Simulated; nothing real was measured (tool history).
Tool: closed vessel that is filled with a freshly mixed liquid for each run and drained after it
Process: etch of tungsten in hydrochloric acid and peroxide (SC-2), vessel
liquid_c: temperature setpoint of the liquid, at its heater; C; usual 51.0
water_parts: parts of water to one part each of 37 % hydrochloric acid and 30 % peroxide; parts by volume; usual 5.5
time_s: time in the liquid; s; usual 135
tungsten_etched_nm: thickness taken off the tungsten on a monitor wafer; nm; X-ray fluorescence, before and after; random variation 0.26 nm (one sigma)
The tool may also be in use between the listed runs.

| run | hour | liquid_c | water_parts | time_s | wafers since the last listed run | hours since the thermometer was replaced | hours since the chemicals flow meter was replaced | hours since the drum of peroxide was connected | hours since the gauge calibration | read-back film thickness of the tungsten reference wafer, read on the same gauge (nm) | tungsten_etched_nm |
|---|---|---|---|---|---|---|---|---|---|---|---|
| 1 | 0.0 | 51.0 | 5.5 | 135 | 0 | 1946.5 | 634.6 | 512.7 | 308.8 | 60.02 | 35.37 |
| 2 | 30.0 | 51.0 | 5.5 | 135 | 2573 | 1976.5 | 664.6 | 542.7 | 338.8 | 59.98 | 35.51 |
| 3 | 72.7 | 51.0 | 5.5 | 135 | 3662 | 2019.2 | 707.3 | 585.4 | 381.5 | 60.01 | 35.72 |
| 4 | 125.7 | 53.5 | 5.5 | 135 | 4545 | 2072.2 | 760.3 | 638.4 | 434.5 | 60.03 | 41.70 |
| 5 | 183.7 | 53.5 | 5.5 | 135 | 4974 | 2130.2 | 818.3 | 696.4 | 492.5 | 60.00 | 41.82 |
| 6 | 298.5 | 53.5 | 5.5 | 135 | 9846 | 2245.0 | 933.1 | 811.2 | 607.3 | 60.00 | 42.27 |
| 7 | 353.7 | 51.0 | 5.5 | 135 | 4734 | 2300.2 | 988.3 | 866.4 | 662.5 | 59.99 | 35.88 |
|  | 366.3 | new drum of peroxide connected |
| 8 | 387.5 | 51.0 | 5.5 | 135 | 2813 | 2334.0 | 1022.1 | 21.2 | 696.3 | 60.00 | 35.36 |
|  | 468.6 | gauge calibrated |
|  | 505.7 | chemicals flow meter replaced |
| 9 | 530.2 | 51.0 | 5.5 | 135 | 12153 | 2476.7 | 24.5 | 163.9 | 61.6 | 60.02 | 36.92 |
| 10 | 571.1 | 48.0 | 7.5 | 60 | 3507 | 2517.6 | 65.4 | 204.8 | 102.5 | 60.00 | 10.64 |
| 11 | 634.2 | 48.0 | 7.5 | 60 | 5411 | 2580.7 | 128.5 | 267.9 | 165.6 | 60.00 | 10.57 |
| 12 | 699.9 | 51.0 | 5.5 | 135 | 5634 | 2646.4 | 194.2 | 333.6 | 231.3 | 60.00 | 37.25 |
|  | 727.1 | thermometer replaced |
| 13 | 747.1 | 51.0 | 5.5 | 135 | 3962 | 20.0 | 241.4 | 380.8 | 278.5 | 59.99 | 34.09 |
| 14 | 776.5 | 59.5 | 8.5 | 85 | 2521 | 49.4 | 270.8 | 410.2 | 307.9 | 59.99 | 26.20 |
| 15 | 807.7 | 59.5 | 8.5 | 185 | 2675 | 80.6 | 302.0 | 441.4 | 339.1 | 59.99 | 57.10 |
| 16 | 856.1 | 59.5 | 5.5 | 135 | 4151 | 129.0 | 350.4 | 489.8 | 387.5 | 60.01 | 58.61 |
| 17 | 884.0 | 54.0 | 4.5 | 135 | 2392 | 156.9 | 378.3 | 517.7 | 415.4 | 60.00 | 47.70 |
| 18 | 919.6 | 59.5 | 7.0 | 90 | 3053 | 192.5 | 413.9 | 553.3 | 451.0 | 59.97 | 32.49 |

Forecast each of these 5 alternatives for the next run:
| A | 920.3 | 51.0 | 5.5 | 85 | 60 | 193.2 | 414.6 | 554.0 | 451.7 | ? | ? |
| B | 920.3 | 54.0 | 7.5 | 135 | 60 | 193.2 | 414.6 | 554.0 | 451.7 | ? | ? |
| C | 920.3 | 51.0 | 5.5 | 195 | 60 | 193.2 | 414.6 | 554.0 | 451.7 | ? | ? |
| D | 920.3 | 41.5 | 4.0 | 90 | 60 | 193.2 | 414.6 | 554.0 | 451.7 | ? | ? |
| E | 920.3 | 53.5 | 4.5 | 165 | 60 | 193.2 | 414.6 | 554.0 | 451.7 | ? | ? |

| run | read-back film thickness of the tungsten reference wafer, read on the same gauge (nm) | tungsten_etched_nm |
|---|---|---|
| A | 60.00 | 21.19 |
| B | 60.00 | 32.29 |
| C | 60.00 | 48.60 |
| D | 60.00 | 14.70 |
| E | 60.00 | 56.00 |
Without the tool's hidden state the same runs would have given:
| run | tungsten_etched_nm |
|---|---|
| A | 21.49 |
| B | 32.82 |
| C | 49.31 |
| D | 14.87 |
| E | 56.74 |

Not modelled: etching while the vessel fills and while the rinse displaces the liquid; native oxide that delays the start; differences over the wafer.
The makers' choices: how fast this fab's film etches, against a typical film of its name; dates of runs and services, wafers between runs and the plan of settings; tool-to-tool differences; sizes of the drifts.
